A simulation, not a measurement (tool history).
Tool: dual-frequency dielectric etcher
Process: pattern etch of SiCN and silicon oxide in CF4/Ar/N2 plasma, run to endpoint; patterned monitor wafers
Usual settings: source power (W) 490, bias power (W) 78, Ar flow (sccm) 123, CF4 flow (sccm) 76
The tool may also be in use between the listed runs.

run	day	source power (W)	bias power (W)	Ar flow (sccm)	CF4 flow (sccm)	wafers since the last listed run	hours since the last wet clean	hours since the last source power generator calibration	hours since the last bias power generator calibration	hours since the last Ar flow controller change	hours since the last CF4 flow controller change	hours since the last upper electrode change	incoming incoming film thickness, nm	endpoint time (s)
1	0	490	78	123	76	0	237.2	3072.3	3296.4	44.3	4666.8	4195.9	16.79	16.8
2	2.017	490	78	123	76	838	285.6	3120.7	3344.8	92.7	4715.2	4244.3	16.78	16.8
# day 4.204: wet clean of the chamber, repeated, since the last time left the tool worse
3	4.225	490	78	123	76	502	0.5	3173.7	3397.8	145.7	4768.2	4297.3	16.83	17.7
4	5.812	590	78	123	76	660	38.6	3211.8	3435.9	183.8	4806.3	4335.4	16.81	15.2
# day 6.321: CF4 flow controller replaced
# day 6.383: source power generator calibrated
# day 6.475: bias power generator calibrated
5	7.229	490	78	123	81	420	72.6	20.3	18.1	217.8	21.8	4369.4	16.79	17.7
6	9.642	590	78	150	76	1003	130.5	78.2	76	275.7	79.7	4427.3	16.74	15.5
# day 15.962: upper electrode replaced
7	17.071	550	69	113	76	2674	308.8	256.5	254.3	454	258	26.6	16.96	16.8
8	19.129	490	78	123	76	856	358.2	305.9	303.7	503.4	307.4	76	16.89	18.3
9	22.088	490	95	123	90	1230	429.2	376.9	374.7	574.4	378.4	147	16.73	16.7
# day 24.638: wet clean of the chamber
10	30.571	400	78	123	76	3113	142.4	580.5	578.3	778	582	350.6	16.82	21.5
11	33.221	550	67	123	76	1102	206	644.1	641.9	841.6	645.6	414.2	16.91	17.2
12	35.396	390	78	123	76	904	258.2	696.3	694.1	893.8	697.8	466.4	16.91	22.4
13	37.525	440	86	108	67	885	309.3	747.4	745.2	944.9	748.9	517.5	16.75	19.3
14	39.567	530	90	149	90	849	358.3	796.4	794.2	993.9	797.9	566.5	16.69	16
15	40.646	410	78	123	63	448	384.2	822.3	820.1	1019.8	823.8	592.4	16.92	22.3
16	43.404	490	78	123	67	1147	450.4	888.5	886.3	1086	890	658.6	16.75	18.7
17	44.471	490	78	123	76	443	476	914.1	911.9	1111.6	915.6	684.2	16.99	18.8
18	47.046	490	78	123	76	1071	537.8	975.9	973.7	1173.4	977.4	746	16.87	18.6
# day 48.296: wet clean of the chamber
19	53.217	490	78	123	76	2151	118.1	1124	1121.8	1321.5	1125.5	894.1	16.86	17.8
20	56.158	490	78	145	76	1223	188.7	1194.6	1192.4	1392.1	1196.1	964.7	16.85	18.5
21	58.292	490	78	123	76	887	239.9	1245.8	1243.6	1443.3	1247.3	1015.9	16.81	18.1
22	60.746	490	94	123	76	1021	298.8	1304.7	1302.5	1502.2	1306.2	1074.8	16.93	17.2
23	63.112	590	78	123	76	984	355.6	1361.5	1359.3	1559	1363	1131.6	16.71	15.4
24	65.612	490	78	123	76	1040	415.6	1421.5	1419.3	1619	1423	1191.6	16.66	18.1

4 ways to go on from here, each from the tool as it stands after run 24. What would each give?
A	65.629	490	78	97	76	6	416	1421.9	1419.7	1619.4	1423.4	1192	16.73	?
B	65.629	490	78	153	59	6	416	1421.9	1419.7	1619.4	1423.4	1192	16.73	?
C	65.629	490	78	123	88	6	416	1421.9	1419.7	1619.4	1423.4	1192	16.73	?
D	65.629	400	85	148	63	6	416	1421.9	1419.7	1619.4	1423.4	1192	16.73	?

run	endpoint time (s)
A	17.7
B	19.6
C	17.9
D	22.4
Without the tool's hidden state the same runs would have given:
run	endpoint time (s)
A	17
B	18.9
C	17.3
D	21.6
